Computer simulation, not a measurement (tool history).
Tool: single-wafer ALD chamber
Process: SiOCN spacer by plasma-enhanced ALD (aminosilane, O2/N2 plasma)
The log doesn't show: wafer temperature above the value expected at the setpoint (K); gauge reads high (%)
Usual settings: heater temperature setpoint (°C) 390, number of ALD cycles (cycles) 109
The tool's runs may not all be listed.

run	hour	heater temperature setpoint (°C)	number of ALD cycles (cycles)	wafers since the last listed run	hours since the last thermocouple change	hours since the gauge calibration	read-back reference wafer on the same gauge, thickness_nm	mean film thickness on the monitor wafer (nm)
1	0.0	390	109	0	1362.9	11.0	5.246	6.337
2	33.9	390	109	53	1396.8	44.9	5.232	6.278
3	66.4	390	109	51	1429.3	77.4	5.220	6.289
4	90.7	390	124	38	1453.6	101.7	5.212	7.157
5	120.8	390	124	47	1483.7	131.8	5.209	7.131
# hour 138.2: thermocouple changed; heater temperature recalibrated
6	156.5	390	124	44	18.3	167.5	5.202	7.140
7	177.3	390	109	33	39.1	188.3	5.200	6.301
8	202.2	390	109	39	64.0	213.2	5.199	6.259
9	226.1	390	109	38	87.9	237.1	5.200	6.270

Run 10 comes next. What will it give?
# hour 230.3: gauge calibrated
10	243.7	390	124	28	105.5	13.4	?	?

read-back reference wafer on the same gauge, thickness_nm: 5.255
mean film thickness on the monitor wafer (nm): 7.206
Without the tool's hidden state the same run would have given mean film thickness on the monitor wafer (nm) 7.215.

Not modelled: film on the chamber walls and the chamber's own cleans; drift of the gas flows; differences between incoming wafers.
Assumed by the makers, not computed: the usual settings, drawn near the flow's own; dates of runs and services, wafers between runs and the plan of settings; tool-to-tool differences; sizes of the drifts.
